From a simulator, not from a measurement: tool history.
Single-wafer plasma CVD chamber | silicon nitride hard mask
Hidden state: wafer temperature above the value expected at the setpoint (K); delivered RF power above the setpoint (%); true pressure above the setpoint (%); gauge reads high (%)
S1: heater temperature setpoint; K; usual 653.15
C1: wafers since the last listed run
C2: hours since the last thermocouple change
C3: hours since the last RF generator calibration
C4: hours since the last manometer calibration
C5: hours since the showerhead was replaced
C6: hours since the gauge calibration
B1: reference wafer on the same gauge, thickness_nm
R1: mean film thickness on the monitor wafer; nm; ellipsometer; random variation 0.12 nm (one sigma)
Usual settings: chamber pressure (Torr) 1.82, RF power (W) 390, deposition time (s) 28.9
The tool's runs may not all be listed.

Run 1, day 0: usual settings but S1 659.15 K; C1 0; C2 182.3; C3 1213.4; C4 495.7; C5 3138; C6 1183.9; B1 38.803. Result: R1 38.728 nm.
Run 2, day 2.308: usual settings but S1 659.15 K; C1 991; C2 237.7; C3 1268.8; C4 551.1; C5 3193.4; C6 1239.3; B1 38.772. Result: R1 38.467 nm.
Run 3, day 4.821: usual settings; C1 1079; C2 298; C3 1329.1; C4 611.4; C5 3253.7; C6 1299.6; B1 38.791. Result: R1 38.625 nm.
Run 4, day 9.25: usual settings; C1 1903; C2 404.3; C3 1435.4; C4 717.7; C5 3360; C6 1405.9; B1 38.832. Result: R1 38.532 nm.
At day 11.458: gauge calibrated.
Run 5, day 12.342: usual settings; C1 1328; C2 478.5; C3 1509.6; C4 791.9; C5 3434.2; C6 21.2; B1 38.819. Result: R1 38.196 nm.
Run 6, day 16.388: usual settings; C1 1738; C2 575.6; C3 1606.7; C4 889; C5 3531.3; C6 118.3; B1 38.821. Result: R1 38.601 nm.
Run 7, day 20.542: usual settings; C1 1785; C2 675.3; C3 1706.4; C4 988.7; C5 3631; C6 218; B1 38.831. Result: R1 38.49 nm.
Run 8, day 22.562: usual settings but chamber pressure (Torr) 2.05; C1 868; C2 723.8; C3 1754.9; C4 1037.2; C5 3679.5; C6 266.5; B1 38.777. Result: R1 39.818 nm.
Run 9, day 24.967: usual settings but deposition time (s) 31; C1 1033; C2 781.5; C3 1812.6; C4 1094.9; C5 3737.2; C6 324.2; B1 38.831. Result: R1 41.065 nm.
Run 10, day 26.829: usual settings but S1 645.15 K, chamber pressure (Torr) 1.56, RF power (W) 340, deposition time (s) 26; C1 800; C2 826.2; C3 1857.3; C4 1139.6; C5 3781.9; C6 368.9; B1 38.778. Result: R1 29.815 nm.
Run 11, day 28.712: usual settings but S1 662.15 K; C1 809; C2 871.4; C3 1902.5; C4 1184.8; C5 3827.1; C6 414.1; B1 38.737. Result: R1 37.827 nm.
At day 31.1: thermocouple changed; heater temperature recalibrated.
Run 12, day 32.392: usual settings but S1 647.15 K, RF power (W) 320, deposition time (s) 32; C1 1437; C2 31; C3 1990.8; C4 1273.1; C5 3915.4; C6 502.4; B1 38.83. Result: R1 37.657 nm.
At day 34.496: capacitance manometer re-zeroed and calibrated.
Run 13, day 42.612: usual settings but S1 639.15 K, chamber pressure (Torr) 2.17, RF power (W) 445; C1 4248; C2 276.3; C3 2236.1; C4 194.8; C5 4160.7; C6 747.7; B1 38.778. Result: R1 44.908 nm.
Run 14, day 45.279: usual settings but S1 668.15 K, deposition time (s) 26.8; C1 1145; C2 340.3; C3 2300.1; C4 258.8; C5 4224.7; C6 811.7; B1 38.797. Result: R1 36.085 nm.
At day 45.625: showerhead replaced.
Run 15, day 49.546: usual settings but RF power (W) 335; C1 1690; C2 442.7; C3 2402.5; C4 361.2; C5 94.1; C6 914.1; B1 38.807. Result: R1 35.72 nm.
Run 16, day 53.854: usual settings but chamber pressure (Torr) 2.23, RF power (W) 360, deposition time (s) 33.3; C1 1851; C2 546.1; C3 2505.9; C4 464.6; C5 197.5; C6 1017.5; B1 38.824. Result: R1 45.992 nm.
At day 55.867: RF generator calibrated.
Run 17, day 57.233: usual settings; C1 1308; C2 627.2; C3 32.8; C4 545.7; C5 278.6; C6 1098.6; B1 38.824. Result: R1 38.734 nm.
Run 18, day 59.646: usual settings but S1 645.15 K, chamber pressure (Torr) 1.48, RF power (W) 455, deposition time (s) 33.1; C1 1036; C2 685.1; C3 90.7; C4 603.6; C5 336.5; C6 1156.5; B1 38.848. Result: R1 44.518 nm.
Run 19, day 61.362: usual settings but S1 661.15 K, chamber pressure (Torr) 1.62; C1 737; C2 726.3; C3 131.9; C4 644.8; C5 377.7; C6 1197.7; B1 38.774. Result: R1 37.045 nm.
Run 20, day 63.017: usual settings; C1 710; C2 766; C3 171.6; C4 684.5; C5 417.4; C6 1237.4; B1 38.801. Result: R1 38.814 nm.
At day 64.625: thermocouple changed; heater temperature recalibrated.
Run 21, day 67.508: usual settings but S1 657.15 K, deposition time (s) 27.2; C1 1786; C2 69.2; C3 279.4; C4 792.3; C5 525.2; C6 1345.2; B1 38.828. Result: R1 36.279 nm.
Run 22, day 69.446: usual settings but S1 657.15 K, deposition time (s) 24.5; C1 832; C2 115.7; C3 325.9; C4 838.8; C5 571.7; C6 1391.7; B1 38.756. Result: R1 32.603 nm.
At day 72.529: gauge calibrated.
Run 23, day 73.133: usual settings; C1 1584; C2 204.2; C3 414.4; C4 927.3; C5 660.2; C6 14.5; B1 38.793. Result: R1 38.411 nm.
Run 24, day 74.904: usual settings but RF power (W) 315, deposition time (s) 30.4; C1 760; C2 246.7; C3 456.9; C4 969.8; C5 702.7; C6 57; B1 38.815. Result: R1 35.684 nm.
Run 25, day 79.308: usual settings; C1 1892; C2 352.4; C3 562.6; C4 1075.5; C5 808.4; C6 162.7; B1 38.809. Result: R1 38.338 nm.
Run 26, day 83.171: usual settings; C1 1659; C2 445.1; C3 655.3; C4 1168.2; C5 901.1; C6 255.4; B1 38.794. Result: R1 38.044 nm.
Run 27, day 87.229: usual settings but RF power (W) 315; C1 1743; C2 542.5; C3 752.7; C4 1265.6; C5 998.5; C6 352.8; B1 38.836. Result: R1 33.504 nm.
At day 88.371: capacitance manometer re-zeroed and calibrated.
Run 28, day 88.738: usual settings; C1 504; C2 578.7; C3 788.9; C4 8.8; C5 1034.7; C6 389; B1 38.781. Result: R1 39.485 nm.

Forecast each of these 4 alternatives for the next run:
Run A, day 88.754: usual settings but S1 647.15 K; C1 7; C2 579.1; C3 789.3; C4 9.2; C5 1035.1; C6 389.4; B1 ?. Result: R1 ?.
Run B, day 88.754: usual settings but S1 658.15 K; C1 7; C2 579.1; C3 789.3; C4 9.2; C5 1035.1; C6 389.4; B1 ?. Result: R1 ?.
Run C, day 88.754: usual settings but chamber pressure (Torr) 1.65, RF power (W) 450, deposition time (s) 27.3; C1 7; C2 579.1; C3 789.3; C4 9.2; C5 1035.1; C6 389.4; B1 ?. Result: R1 ?.
Run D, day 88.754: usual settings but RF power (W) 340; C1 7; C2 579.1; C3 789.3; C4 9.2; C5 1035.1; C6 389.4; B1 ?. Result: R1 ?.

run      B1      R1
  A  38.803  39.707
  B  38.803  39.542
  C  38.803  38.968
  D  38.803  36.589
Without the tool's hidden state the same runs would have given:
run      R1
  A  39.559
  B  39.396
  C  38.817
  D  36.453
